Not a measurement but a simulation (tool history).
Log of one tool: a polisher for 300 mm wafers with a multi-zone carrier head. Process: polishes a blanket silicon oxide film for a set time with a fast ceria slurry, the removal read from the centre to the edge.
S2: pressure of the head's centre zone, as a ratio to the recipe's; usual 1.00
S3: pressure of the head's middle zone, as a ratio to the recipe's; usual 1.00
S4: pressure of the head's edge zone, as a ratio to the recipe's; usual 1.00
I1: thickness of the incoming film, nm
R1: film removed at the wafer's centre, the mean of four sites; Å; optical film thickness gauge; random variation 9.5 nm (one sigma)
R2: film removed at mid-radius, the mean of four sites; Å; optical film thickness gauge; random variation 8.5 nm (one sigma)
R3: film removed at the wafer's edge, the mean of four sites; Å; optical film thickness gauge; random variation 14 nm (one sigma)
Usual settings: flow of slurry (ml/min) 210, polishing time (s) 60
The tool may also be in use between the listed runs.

Run 1, hour 0.0: usual settings; I1 3551.2. Result: R1 10790 Å, R2 9835 Å, R3 9781 Å.
At hour 2.1: slurry nozzle cleaned.
Run 2, hour 16.1: usual settings; I1 3525.1. Result: R1 10752 Å, R2 9616 Å, R3 9556 Å.
Run 3, hour 22.1: usual settings; I1 3543.4. Result: R1 10501 Å, R2 9756 Å, R3 9584 Å.
At hour 34.4: worn pad replaced by a new one.
Run 4, hour 34.9: usual settings; I1 3487.9. Result: R1 11178 Å, R2 10216 Å, R3 10459 Å.
Run 5, hour 43.3: usual settings; I1 3487.6. Result: R1 11117 Å, R2 10164 Å, R3 10237 Å.
At hour 54.1: carrier head's membrane replaced by a new one.
Run 6, hour 59.7: usual settings; I1 3525.4. Result: R1 10836 Å, R2 9981 Å, R3 9936 Å.
At hour 66.0: edge zone pressure recalibrated.
At hour 66.3: centre zone pressure recalibrated.
Run 7, hour 73.6: usual settings but flow of slurry (ml/min) 235, polishing time (s) 42; I1 3513.3. Result: R1 7109 Å, R2 7109 Å, R3 6831 Å.
Run 8, hour 80.4: usual settings; I1 3602.5. Result: R1 9833 Å, R2 9820 Å, R3 9882 Å.
Run 9, hour 93.3: usual settings but S4 0.91, polishing time (s) 72; I1 3579.2. Result: R1 11738 Å, R2 11789 Å, R3 11435 Å.
Run 10, hour 103.5: usual settings but S4 0.89; I1 3497.9. Result: R1 9969 Å, R2 9757 Å, R3 9160 Å.
Run 11, hour 113.7: usual settings; I1 3581.1. Result: R1 9842 Å, R2 9592 Å, R3 9739 Å.
Run 12, hour 125.0: usual settings but flow of slurry (ml/min) 260, polishing time (s) 44; I1 3522.1. Result: R1 7395 Å, R2 7197 Å, R3 7202 Å.
Run 13, hour 137.3: usual settings; I1 3550.2. Result: R1 9408 Å, R2 9361 Å, R3 9426 Å.
At hour 151.1: worn pad replaced by a new one.
Run 14, hour 151.6: usual settings but S3 1.04, S4 0.97; I1 3564.5. Result: R1 10526 Å, R2 10506 Å, R3 10209 Å.
Run 15, hour 181.7: usual settings but polishing time (s) 73; I1 3559.2. Result: R1 12513 Å, R2 12098 Å, R3 12051 Å.
Run 16, hour 188.3: usual settings but polishing time (s) 42; I1 3586.6. Result: R1 7184 Å, R2 7011 Å, R3 7071 Å.
Run 17, hour 195.3: usual settings but S2 0.95, polishing time (s) 72; I1 3502.2. Result: R1 11685 Å, R2 11868 Å, R3 11684 Å.
Run 18, hour 202.6: usual settings but S2 1.05, S4 0.90, polishing time (s) 81; I1 3493.7. Result: R1 14158 Å, R2 13486 Å, R3 12742 Å.
Run 19, hour 215.9: usual settings; I1 3459.1. Result: R1 10152 Å, R2 9827 Å, R3 9756 Å.
Run 20, hour 233.3: usual settings; I1 3465.0. Result: R1 9848 Å, R2 9596 Å, R3 9868 Å.
Run 21, hour 241.0: usual settings but S2 0.96, S3 1.12, S4 0.92; I1 3510.9. Result: R1 9639 Å, R2 10163 Å, R3 9217 Å.
Run 22, hour 251.6: usual settings but polishing time (s) 71; I1 3530.9. Result: R1 11642 Å, R2 11023 Å, R3 11227 Å.
At hour 253.1: slurry nozzle cleaned.
At hour 258.4: worn pad replaced by a new one.
Run 23, hour 265.6: usual settings but flow of slurry (ml/min) 285; I1 3465.7. Result: R1 11232 Å, R2 10778 Å, R3 10553 Å.

Forecast each of these 3 alternatives for the next run:
Run A, hour 266.0: usual settings; I1 3527.6. Result: R1 ?, R2 ?, R3 ?.
Run B, hour 266.0: usual settings but flow of slurry (ml/min) 240, S2 0.93; I1 3527.6. Result: R1 ?, R2 ?, R3 ?.
Run C, hour 266.0: usual settings but flow of slurry (ml/min) 240, S3 0.92; I1 3527.6. Result: R1 ?, R2 ?, R3 ?.

run     R1     R2     R3
  A  10516  10255  10033
  B  10177  10451  10174
  C  10734  10065  10180
Without the tool's hidden state the same runs would have given:
run     R1     R2     R3
  A  10216  10339  10113
  B   9885  10537  10255
  C  10428  10147  10261
